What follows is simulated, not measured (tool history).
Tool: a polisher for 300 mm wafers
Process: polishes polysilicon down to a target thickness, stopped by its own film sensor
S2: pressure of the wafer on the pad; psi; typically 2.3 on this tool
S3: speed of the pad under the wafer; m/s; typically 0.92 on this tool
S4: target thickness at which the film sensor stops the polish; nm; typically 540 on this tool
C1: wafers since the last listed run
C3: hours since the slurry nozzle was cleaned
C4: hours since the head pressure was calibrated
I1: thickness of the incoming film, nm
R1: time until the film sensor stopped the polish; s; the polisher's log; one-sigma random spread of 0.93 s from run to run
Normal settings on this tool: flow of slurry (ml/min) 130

{"run": 1, "hour": 0.0, "flow of slurry (ml/min)": 130, "S2": 2.3, "S3": 0.92, "S4": 540, "C1": 0, "wafers polished on this pad": 1208, "C3": 4.5, "C4": 983.8, "I1": 984.7, "R1": 93.5}
{"hour": 15.1, "done": "worn pad replaced by a new one"}
{"run": 2, "hour": 30.7, "flow of slurry (ml/min)": 130, "S2": 2.3, "S3": 0.92, "S4": 540, "C1": 355, "wafers polished on this pad": 206, "C3": 35.2, "C4": 1014.5, "I1": 976.9, "R1": 85.5}
{"run": 3, "hour": 60.7, "flow of slurry (ml/min)": 130, "S2": 2.3, "S3": 0.92, "S4": 540, "C1": 399, "wafers polished on this pad": 606, "C3": 65.2, "C4": 1044.5, "I1": 979.4, "R1": 89.1}
{"run": 4, "hour": 88.3, "flow of slurry (ml/min)": 130, "S2": 2.3, "S3": 0.92, "S4": 540, "C1": 367, "wafers polished on this pad": 973, "C3": 92.8, "C4": 1072.1, "I1": 975.7, "R1": 90.4}
{"hour": 107.4, "done": "worn pad replaced by a new one"}
{"run": 5, "hour": 107.9, "flow of slurry (ml/min)": 130, "S2": 2.3, "S3": 0.92, "S4": 540, "C1": 207, "wafers polished on this pad": 6, "C3": 112.4, "C4": 1091.7, "I1": 981.6, "R1": 89.2}
{"run": 6, "hour": 129.8, "flow of slurry (ml/min)": 130, "S2": 2.3, "S3": 0.92, "S4": 603, "C1": 291, "wafers polished on this pad": 297, "C3": 134.3, "C4": 1113.6, "I1": 985.6, "R1": 78.9}
{"run": 7, "hour": 144.2, "flow of slurry (ml/min)": 130, "S2": 2.3, "S3": 0.92, "S4": 603, "C1": 191, "wafers polished on this pad": 489, "C3": 148.7, "C4": 1128.0, "I1": 982.2, "R1": 79.7}
{"run": 8, "hour": 176.2, "flow of slurry (ml/min)": 170, "S2": 2.3, "S3": 0.92, "S4": 470, "C1": 425, "wafers polished on this pad": 915, "C3": 180.7, "C4": 1160.0, "I1": 975.5, "R1": 102.2}
{"hour": 196.5, "done": "worn pad replaced by a new one"}
{"run": 9, "hour": 197.0, "flow of slurry (ml/min)": 130, "S2": 1.9, "S3": 0.92, "S4": 647, "C1": 223, "wafers polished on this pad": 6, "C3": 201.5, "C4": 1180.8, "I1": 984.2, "R1": 81.2}
{"run": 10, "hour": 220.3, "flow of slurry (ml/min)": 170, "S2": 2.0, "S3": 0.92, "S4": 452, "C1": 310, "wafers polished on this pad": 316, "C3": 224.8, "C4": 1204.1, "I1": 980.7, "R1": 115.5}
{"hour": 231.9, "done": "slurry nozzle cleaned"}
{"run": 11, "hour": 237.1, "flow of slurry (ml/min)": 130, "S2": 2.3, "S3": 0.92, "S4": 603, "C1": 210, "wafers polished on this pad": 526, "C3": 5.2, "C4": 1220.9, "I1": 978.2, "R1": 75.4}
{"run": 12, "hour": 260.5, "flow of slurry (ml/min)": 130, "S2": 2.3, "S3": 0.92, "S4": 540, "C1": 311, "wafers polished on this pad": 837, "C3": 28.6, "C4": 1244.3, "I1": 983.8, "R1": 90.3}
{"hour": 263.8, "done": "head pressure recalibrated"}
{"run": 13, "hour": 290.1, "flow of slurry (ml/min)": 130, "S2": 2.3, "S3": 0.92, "S4": 540, "C1": 367, "wafers polished on this pad": 1204, "C3": 58.2, "C4": 26.3, "I1": 988.5, "R1": 94.3}
{"hour": 301.3, "done": "worn pad replaced by a new one"}
{"run": 14, "hour": 315.2, "flow of slurry (ml/min)": 150, "S2": 2.3, "S3": 1.08, "S4": 430, "C1": 280, "wafers polished on this pad": 185, "C3": 83.3, "C4": 51.4, "I1": 986.4, "R1": 92.0}
{"run": 15, "hour": 343.7, "flow of slurry (ml/min)": 85, "S2": 2.9, "S3": 0.84, "S4": 589, "C1": 379, "wafers polished on this pad": 564, "C3": 111.8, "C4": 79.9, "I1": 993.3, "R1": 82.0}

How the hidden state differs across the entries between the runs, from the last listed run before each to the first after it:
Between runs 1 and 2: worn pad replaced by a new one (hour 15.1)
  removal rate lost through wear of the pad, %: 6.42 -> 1.1; slurry flow missing at the pad, %: 4.19 -> 7.08
  measured result minus the result with no hidden state, R1: +6.7 -> +2.1 s
Between runs 4 and 5: worn pad replaced by a new one (hour 107.4)
  removal rate lost through wear of the pad, %: 4.41 -> 0.709; slurry flow missing at the pad, %: 12.5 -> 14.3
  measured result minus the result with no hidden state, R1: +6.1 -> +3.2 s
Between runs 8 and 9: worn pad replaced by a new one (hour 196.5)
  removal rate lost through wear of the pad, %: 4.63 -> 0.589; slurry flow missing at the pad, %: 20.7 -> 22.7
  measured result minus the result with no hidden state, R1: +8.2 -> +4.4 s
Between runs 10 and 11: slurry nozzle cleaned (hour 231.9)
  removal rate lost through wear of the pad, %: 1.93 -> 2.89; slurry flow missing at the pad, %: 24.9 -> 3.81
  measured result minus the result with no hidden state, R1: +7.2 -> +2.7 s
Between runs 12 and 13: head pressure recalibrated (hour 263.8)
  removal rate lost through wear of the pad, %: 4.23 -> 5.93; slurry flow missing at the pad, %: 6.01 -> 8.79
  measured result minus the result with no hidden state, R1: +4.8 -> +7.1 s
Between runs 13 and 14: worn pad replaced by a new one (hour 301.3)
  removal rate lost through wear of the pad, %: 5.93 -> 0.834; slurry flow missing at the pad, %: 8.79 -> 11.1
  measured result minus the result with no hidden state, R1: +7.1 -> +2.5 s
